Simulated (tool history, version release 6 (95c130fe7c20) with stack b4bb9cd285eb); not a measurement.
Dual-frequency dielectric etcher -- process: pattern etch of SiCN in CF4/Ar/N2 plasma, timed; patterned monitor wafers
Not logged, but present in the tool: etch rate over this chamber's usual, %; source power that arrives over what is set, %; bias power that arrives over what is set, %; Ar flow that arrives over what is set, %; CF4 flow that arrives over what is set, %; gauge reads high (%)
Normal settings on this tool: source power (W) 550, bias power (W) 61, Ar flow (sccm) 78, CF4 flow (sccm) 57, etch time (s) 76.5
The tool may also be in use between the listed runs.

run    hour  source power (W)  bias power (W)  Ar flow (sccm)  CF4 flow (sccm)  etch time (s)  wafers since the last listed run  hours since the last wet clean  hours since the last source power generator calibration  hours since the last bias power generator calibration  hours since the last Ar flow controller change  hours since the last CF4 flow controller change  hours since the last upper electrode change  hours since the gauge calibration  read-back reference wafer on the same gauge, depth_nm  mean etch depth across the wafer (Å)
  1       0               620              61              78               57           76.5                                 0                           384.9                                                    402.5                                                  511.5                                          5807.1                                            470.8                                       2347.1                               2239                                                   67.3                                   872
         65  -- Ar flow controller replaced
      106.5  -- upper electrode replaced
  2     107               430              61              78               57             85                              1046                           491.9                                                    509.5                                                  618.5                                              42                                            577.8                                          0.5                               2346                                                   67.5                                   656
  3   141.9               550              61              78               57           76.5                               474                           526.8                                                    544.4                                                  653.4                                            76.9                                            612.7                                         35.4                             2380.9                                                   67.3                                   780
      194.2  -- wet clean of the chamber
  4   239.4               500              71              84               57           76.5                               998                            45.2                                                    641.9                                                  750.9                                           174.4                                            710.2                                        132.9                             2478.4                                                   67.2                                   687
      290.3  -- gauge calibrated
  5   304.7               550              61              78               57           76.5                               887                           110.5                                                    707.2                                                  816.2                                           239.7                                            775.5                                        198.2                               14.4                                                   67.2                                   741
  6   401.2               550              61              69               46           76.5                              1311                             207                                                    803.7                                                  912.7                                           336.2                                              872                                        294.7                              110.9                                                   67.3                                   744
  7   456.9               550              61              60               57           86.5                               756                           262.7                                                    859.4                                                  968.4                                           391.9                                            927.7                                        350.4                              166.6                                                   67.5                                   901
  8   494.1               590              51              78               45           54.5                               505                           299.9                                                    896.6                                                 1005.6                                           429.1                                            964.9                                        387.6                              203.8                                                   67.2                                   536
  9   538.3               410              61              68               67           70.5                               600                           344.1                                                    940.8                                                 1049.8                                           473.3                                           1009.1                                        431.8                                248                                                   67.3                                   535
 10   589.5               550              53              72               57           76.5                               695                           395.3                                                      992                                                   1101                                           524.5                                           1060.3                                          483                              299.2                                                   67.3                                   755
      707.4  -- wet clean of the chamber
 11   707.9               550              50              78               57             84                              1282                             0.5                                                   1110.4                                                 1219.4                                           642.9                                           1178.7                                        601.4                              417.6                                                   67.2                                   788
 12   778.1               550              61              71               57           76.5                               954                            70.7                                                   1180.6                                                 1289.6                                           713.1                                           1248.9                                        671.6                              487.8                                                   67.1                                   764
 13   875.7               550              48              72               57           76.5                              1326                           168.3                                                   1278.2                                                 1387.2                                           810.7                                           1346.5                                        769.2                              585.4                                                   67.2                                   736
 14   922.5               550              61              78               57           94.5                               636                           215.1                                                     1325                                                   1434                                           857.5                                           1393.3                                          816                              632.2                                                   67.3                                   950
 15   962.5               640              61              78               57           76.5                               543                           255.1                                                     1365                                                   1474                                           897.5                                           1433.3                                          856                              672.2                                                   67.3                                   900
 16  1009.4               550              61              94               57           95.5                               637                             302                                                   1411.9                                                 1520.9                                           944.4                                           1480.2                                        902.9                              719.1                                                   67.4                                   923
 17  1064.3               550              61              61               57           76.5                               746                           356.9                                                   1466.8                                                 1575.8                                           999.3                                           1535.1                                        957.8                                774                                                   67.4                                   815
 18  1141.4               550              69              64               49           88.5                              1047                             434                                                   1543.9                                                 1652.9                                          1076.4                                           1612.2                                       1034.9                              851.1                                                   67.3                                   936
     1243.4  -- wet clean of the chamber
 19  1243.9               550              61              78               57           76.5                              1066                             0.5                                                   1646.4                                                 1755.4                                          1178.9                                           1714.7                                       1137.4                              953.6                                                   67.2                                   750
 20  1286.1               550              53              78               57             95                               573                            42.7                                                   1688.6                                                 1797.6                                          1221.1                                           1756.9                                       1179.6                              995.8                                                   67.3                                   904
 21  1357.8               490              61              88               62           76.5                               974                           114.4                                                   1760.3                                                 1869.3                                          1292.8                                           1828.6                                       1251.3                             1067.5                                                   67.3                                   667
 22  1398.1               480              61              67               57             55                               547                           154.7                                                   1800.6                                                 1909.6                                          1333.1                                           1868.9                                       1291.6                             1107.8                                                   67.4                                   483

Branching from run 22: 3 alternative next runs. What would each branch give?
  A  1398.5               550              61              78               57           76.5                                 5                           155.1                                                     1801                                                   1910                                          1333.5                                           1869.3                                         1292                             1108.2                                                      ?                                     ?
  B  1398.5               550              67              83               57           76.5                                 5                           155.1                                                     1801                                                   1910                                          1333.5                                           1869.3                                         1292                             1108.2                                                      ?                                     ?
  C  1398.5               660              61              65               57           76.5                                 5                           155.1                                                     1801                                                   1910                                          1333.5                                           1869.3                                         1292                             1108.2                                                      ?                                     ?

run  read-back reference wafer on the same gauge, depth_nm  mean etch depth across the wafer (Å)
  A                                                   67.4                                   759
  B                                                   67.4                                   766
  C                                                   67.4                                   954
The same runs, with their run-to-run variation unchanged, on a tool lacking any hidden condition would have given:
run  mean etch depth across the wafer (Å)
  A                                   741
  B                                   747
  C                                   930

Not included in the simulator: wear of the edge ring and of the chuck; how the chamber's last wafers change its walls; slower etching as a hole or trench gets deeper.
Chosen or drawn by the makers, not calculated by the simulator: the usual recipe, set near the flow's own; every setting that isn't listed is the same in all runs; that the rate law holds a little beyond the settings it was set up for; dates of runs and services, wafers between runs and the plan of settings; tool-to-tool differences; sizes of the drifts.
